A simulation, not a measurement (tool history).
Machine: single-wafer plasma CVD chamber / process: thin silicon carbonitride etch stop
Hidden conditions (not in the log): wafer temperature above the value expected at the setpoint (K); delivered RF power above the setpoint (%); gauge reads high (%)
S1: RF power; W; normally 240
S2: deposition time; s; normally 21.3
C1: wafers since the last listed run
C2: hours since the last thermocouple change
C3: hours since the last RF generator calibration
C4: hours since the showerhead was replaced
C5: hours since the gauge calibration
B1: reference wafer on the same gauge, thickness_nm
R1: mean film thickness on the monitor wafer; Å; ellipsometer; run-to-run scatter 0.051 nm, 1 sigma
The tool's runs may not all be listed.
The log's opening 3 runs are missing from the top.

run    hour   S1    S2    C1      C2      C3      C4      C5      B1      R1
  4   208.3  240  21.3  1350   185.6   727.3  2213.2  1174.4  12.502  119.98
  5   302.2  240  21.3  1437   279.5   821.2  2307.1  1268.3  12.517  119.41
  6   351.6  240  21.3   756   328.9   870.6  2356.5  1317.7  12.497  120.07
  7   427.8  250  21.3  1166   405.1   946.8  2432.7  1393.9  12.515  119.55
  8   517.7  240  23.0  1376   495.0  1036.7  2522.6  1483.8  12.504  128.27
  9   577.9  240  23.0   921   555.2  1096.9  2582.8  1544.0  12.501  128.03
 10   614.5  240  21.3   560   591.8  1133.5  2619.4  1580.6  12.473  119.18
 11   688.4  240  21.3  1131   665.7  1207.4  2693.3  1654.5  12.510  117.67
 12   952.2  230  19.3  4039   929.5  1471.2  2957.1  1918.3  12.500  104.86
      962.6  -- showerhead replaced
 13   994.1  210  19.4   519   971.4  1513.1    31.5  1960.2  12.484  102.52
 14  1036.8  210  22.7   653  1014.1  1555.8    74.2  2002.9  12.496  120.97
     1104.0  -- RF generator calibrated
 15  1127.9  240  18.6  1272  1105.2    23.9   165.3  2094.0  12.493  105.44
 16  1170.3  240  17.3   649  1147.6    66.3   207.7  2136.4  12.507   98.06
 17  1232.9  280  18.3   958  1210.2   128.9   270.3  2199.0  12.515  108.73
 18  1304.9  225  18.1  1102  1282.2   200.9   342.3  2271.0  12.505  100.79
 19  1354.9  265  21.3   765  1332.2   250.9   392.3  2321.0  12.508  123.84
 20  1410.2  260  19.0   846  1387.5   306.2   447.6  2376.3  12.504  109.91
 21  1496.6  240  23.0  1323  1473.9   392.6   534.0  2462.7  12.519  129.75
     1506.6  -- thermocouple changed; heater temperature recalibrated
 22  1548.8  255  19.9   676    42.2   444.8   586.2  2514.9  12.515  115.01
 23  1617.9  240  21.3  1058   111.3   513.9   655.3  2584.0  12.494  120.55

Forecast run 24:
     1629.4  -- gauge calibrated
 24  1707.7  200  17.7  1375  201.1  603.7  745.1  78.3   ?   ?

B1: 12.479
R1: 94.62 Å
Without the tool's hidden state the same run would have given R1 95.08 Å.
